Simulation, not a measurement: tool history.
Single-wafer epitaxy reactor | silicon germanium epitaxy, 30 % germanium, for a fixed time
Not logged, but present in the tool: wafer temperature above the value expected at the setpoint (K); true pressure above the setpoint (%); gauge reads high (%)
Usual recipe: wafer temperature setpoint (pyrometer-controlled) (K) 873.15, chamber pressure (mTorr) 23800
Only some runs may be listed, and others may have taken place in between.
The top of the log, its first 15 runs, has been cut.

run	hour	wafer temperature setpoint (pyrometer-controlled) (K)	chamber pressure (mTorr)	wafers since the last listed run	hours since the last pyrometer calibration	hours since the last manometer calibration	hours since the showerhead was replaced	hours since the gauge calibration	read-back reference wafer on the same gauge, thickness_nm	mean film thickness on the monitor wafer (Å)
16	1058.2	877.15	20800	855	738.7	1538	4133.4	2315.8	75.696	657.93
17	1128	881.15	28700	1400	808.5	1607.8	4203.2	2385.6	75.72	774.4
18	1218.7	863.15	19000	1820	899.2	1698.5	4293.9	2476.3	75.764	510.25
19	1283.7	873.15	25500	1304	964.2	1763.5	4358.9	2541.3	75.769	654.19
# hour 1341.9: capacitance manometer re-zeroed and calibrated
# hour 1376.8: showerhead replaced
20	1377.3	873.15	22600	1557	1057.8	35.4	0.5	2634.9	75.78	631.91
21	1449.3	873.15	23800	1445	1129.8	107.4	72.5	2706.9	75.781	639.51
22	1520.6	866.15	26700	1431	1201.1	178.7	143.8	2778.2	75.81	593.04
# hour 1531.2: pyrometer calibrated
23	1576.2	873.15	23800	955	45	234.3	199.4	2833.8	75.816	640.69
# hour 1578.3: gauge calibrated
24	1681.8	883.15	27900	2119	150.6	339.9	305	103.5	74.162	772.33
25	1767.1	881.15	23800	1712	235.9	425.2	390.3	188.8	74.3	712.96
26	1809	869.15	20300	840	277.8	467.1	432.2	230.7	74.433	564.7
27	1916.1	868.15	21400	2149	384.9	574.2	539.3	337.8	74.585	565.1
28	2163.1	862.15	27800	4957	631.9	821.2	786.3	584.8	74.895	557.15
29	2202.2	867.15	21200	784	671	860.3	825.4	623.9	74.909	556.22
30	2250.9	888.15	28500	977	719.7	909	874.1	672.6	74.976	849.87
31	2341.6	864.15	20300	1820	810.4	999.7	964.8	763.3	75.07	523.3
32	2429.6	884.15	28300	1766	898.4	1087.7	1052.8	851.3	75.152	802.36
33	2498.6	873.15	23800	1384	967.4	1156.7	1121.8	920.3	75.223	637.16
34	2649.2	873.15	23800	3022	1118	1307.3	1272.4	1070.9	75.294	636.68
35	2700.1	862.15	19700	1021	1168.9	1358.2	1323.3	1121.8	75.339	504.44

Predict each of these 4 candidate next runs independently; none follows another, all start after run 35:
A	2700.5	873.15	23800	8	1169.3	1358.6	1323.7	1122.2	?	?
B	2700.5	886.15	22300	8	1169.3	1358.6	1323.7	1122.2	?	?
C	2700.5	879.15	25400	8	1169.3	1358.6	1323.7	1122.2	?	?
D	2700.5	877.15	20300	8	1169.3	1358.6	1323.7	1122.2	?	?

run	read-back reference wafer on the same gauge, thickness_nm	mean film thickness on the monitor wafer (Å)
A	75.332	639.63
B	75.332	771.02
C	75.332	718.01
D	75.332	650.69
Stripped of hidden state, with their random variation kept, the same runs would have yielded:
run	mean film thickness on the monitor wafer (Å)
A	626.53
B	755.24
C	703.31
D	637.36
